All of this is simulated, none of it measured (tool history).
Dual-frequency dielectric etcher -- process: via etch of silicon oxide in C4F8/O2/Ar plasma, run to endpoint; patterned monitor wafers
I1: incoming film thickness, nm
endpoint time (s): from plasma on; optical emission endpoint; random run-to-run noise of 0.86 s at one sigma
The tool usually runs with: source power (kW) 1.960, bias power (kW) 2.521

run 1 day=0.000 | source_power_(kW)=1.960 bias_power_(kW)=2.521 | I1=1539.2 | endpoint_time_(s)=286.7
run 2 day=3.425 | source_power_(kW)=1.960 bias_power_(kW)=2.521 | I1=1532.2 | endpoint_time_(s)=285.9
run 3 day=5.692 | source_power_(kW)=1.960 bias_power_(kW)=2.962 | I1=1546.4 | endpoint_time_(s)=276.0
run 4 day=7.238 | source_power_(kW)=1.960 bias_power_(kW)=2.962 | I1=1558.5 | endpoint_time_(s)=276.9
-- day=9.721 wet clean of the chamber
-- day=10.312 bias power generator calibrated
run 5 day=11.375 | source_power_(kW)=1.840 bias_power_(kW)=2.329 | I1=1539.4 | endpoint_time_(s)=295.2
run 6 day=13.846 | source_power_(kW)=1.840 bias_power_(kW)=2.329 | I1=1539.1 | endpoint_time_(s)=296.9
run 7 day=15.546 | source_power_(kW)=1.960 bias_power_(kW)=2.521 | I1=1550.5 | endpoint_time_(s)=285.9
run 8 day=18.367 | source_power_(kW)=1.960 bias_power_(kW)=2.521 | I1=1542.5 | endpoint_time_(s)=285.9
run 9 day=20.279 | source_power_(kW)=1.960 bias_power_(kW)=2.521 | I1=1532.7 | endpoint_time_(s)=283.2
run 10 day=23.254 | source_power_(kW)=1.960 bias_power_(kW)=2.667 | I1=1541.1 | endpoint_time_(s)=280.7
run 11 day=27.333 | source_power_(kW)=1.960 bias_power_(kW)=2.667 | I1=1515.7 | endpoint_time_(s)=277.1
run 12 day=30.046 | source_power_(kW)=2.090 bias_power_(kW)=2.919 | I1=1536.5 | endpoint_time_(s)=266.2
run 13 day=33.071 | source_power_(kW)=1.690 bias_power_(kW)=2.878 | I1=1536.3 | endpoint_time_(s)=287.1
-- day=37.288 upper electrode replaced
-- day=37.338 wet clean of the chamber
run 14 day=37.358 | source_power_(kW)=2.450 bias_power_(kW)=2.315 | I1=1533.2 | endpoint_time_(s)=266.8
run 15 day=40.525 | source_power_(kW)=1.960 bias_power_(kW)=2.521 | I1=1548.4 | endpoint_time_(s)=283.5
run 16 day=44.429 | source_power_(kW)=2.420 bias_power_(kW)=2.329 | I1=1535.2 | endpoint_time_(s)=268.1
run 17 day=47.279 | source_power_(kW)=1.960 bias_power_(kW)=2.521 | I1=1533.5 | endpoint_time_(s)=283.5
run 18 day=50.338 | source_power_(kW)=1.960 bias_power_(kW)=2.521 | I1=1537.5 | endpoint_time_(s)=284.0
run 19 day=59.458 | source_power_(kW)=2.290 bias_power_(kW)=1.937 | I1=1540.0 | endpoint_time_(s)=293.7
run 20 day=63.508 | source_power_(kW)=1.830 bias_power_(kW)=2.075 | I1=1538.9 | endpoint_time_(s)=310.5
-- day=66.442 bias power generator calibrated
run 21 day=66.525 | source_power_(kW)=2.260 bias_power_(kW)=2.843 | I1=1539.0 | endpoint_time_(s)=264.3
-- day=70.467 wet clean of the chamber
run 22 day=70.488 | source_power_(kW)=1.510 bias_power_(kW)=2.981 | I1=1528.7 | endpoint_time_(s)=286.0
-- day=70.821 source power generator calibrated
run 23 day=74.342 | source_power_(kW)=1.520 bias_power_(kW)=2.076 | I1=1533.6 | endpoint_time_(s)=327.0
run 24 day=76.954 | source_power_(kW)=1.690 bias_power_(kW)=2.878 | I1=1538.1 | endpoint_time_(s)=286.2
run 25 day=87.933 | source_power_(kW)=1.960 bias_power_(kW)=2.521 | I1=1532.0 | endpoint_time_(s)=287.2
run 26 day=91.596 | source_power_(kW)=1.960 bias_power_(kW)=2.521 | I1=1530.0 | endpoint_time_(s)=286.6
run 27 day=95.625 | source_power_(kW)=2.230 bias_power_(kW)=3.075 | I1=1514.7 | endpoint_time_(s)=257.5
run 28 day=99.104 | source_power_(kW)=2.340 bias_power_(kW)=2.090 | I1=1538.7 | endpoint_time_(s)=288.3
-- day=100.988 wet clean of the chamber
run 29 day=102.138 | source_power_(kW)=1.960 bias_power_(kW)=2.754 | I1=1531.1 | endpoint_time_(s)=274.7
run 30 day=103.817 | source_power_(kW)=1.960 bias_power_(kW)=2.521 | I1=1528.0 | endpoint_time_(s)=280.0
run 31 day=108.238 | source_power_(kW)=2.220 bias_power_(kW)=2.992 | I1=1552.5 | endpoint_time_(s)=261.8
run 32 day=110.433 | source_power_(kW)=2.370 bias_power_(kW)=2.806 | I1=1535.7 | endpoint_time_(s)=259.9
run 33 day=113.979 | source_power_(kW)=1.680 bias_power_(kW)=2.300 | I1=1527.3 | endpoint_time_(s)=306.7
run 34 day=118.442 | source_power_(kW)=1.960 bias_power_(kW)=2.363 | I1=1550.0 | endpoint_time_(s)=295.2

What the log doesn't show, run by run:
bias power that arrives over what is set, %: 0 across all the runs
H1: etch rate over this chamber's usual, %
H2: source power that arrives over what is set, %
run=1 H1=-1.52 H2=2.84
run=2 H1=-1.77 H2=2.93
run=3 H1=-1.94 H2=3
run=4 H1=-2.05 H2=3.04
run=5 H1=-0.349 H2=3.15
run=6 H1=-0.532 H2=3.22
run=7 H1=-0.657 H2=3.27
run=8 H1=-0.866 H2=3.35
run=9 H1=-1.01 H2=3.4
run=10 H1=-1.23 H2=3.49
run=11 H1=-1.53 H2=3.6
run=12 H1=-1.73 H2=3.67
run=13 H1=-1.95 H2=3.76
run=14 H1=-0.0506 H2=3.88
run=15 H1=-0.285 H2=3.97
run=16 H1=-0.574 H2=4.07
run=17 H1=-0.784 H2=4.15
run=18 H1=-1.01 H2=4.24
run=19 H1=-1.69 H2=4.49
run=20 H1=-1.98 H2=4.6
run=21 H1=-2.21 H2=4.69
run=22 H1=0.105 H2=4.8
run=23 H1=-0.18 H2=0.126
run=24 H1=-0.374 H2=0.198
run=25 H1=-1.19 H2=0.503
run=26 H1=-1.46 H2=0.605
run=27 H1=-1.75 H2=0.717
run=28 H1=-2.01 H2=0.814
run=29 H1=0.233 H2=0.898
run=30 H1=0.108 H2=0.945
run=31 H1=-0.219 H2=1.07
run=32 H1=-0.381 H2=1.13
run=33 H1=-0.643 H2=1.23
run=34 H1=-0.973 H2=1.35
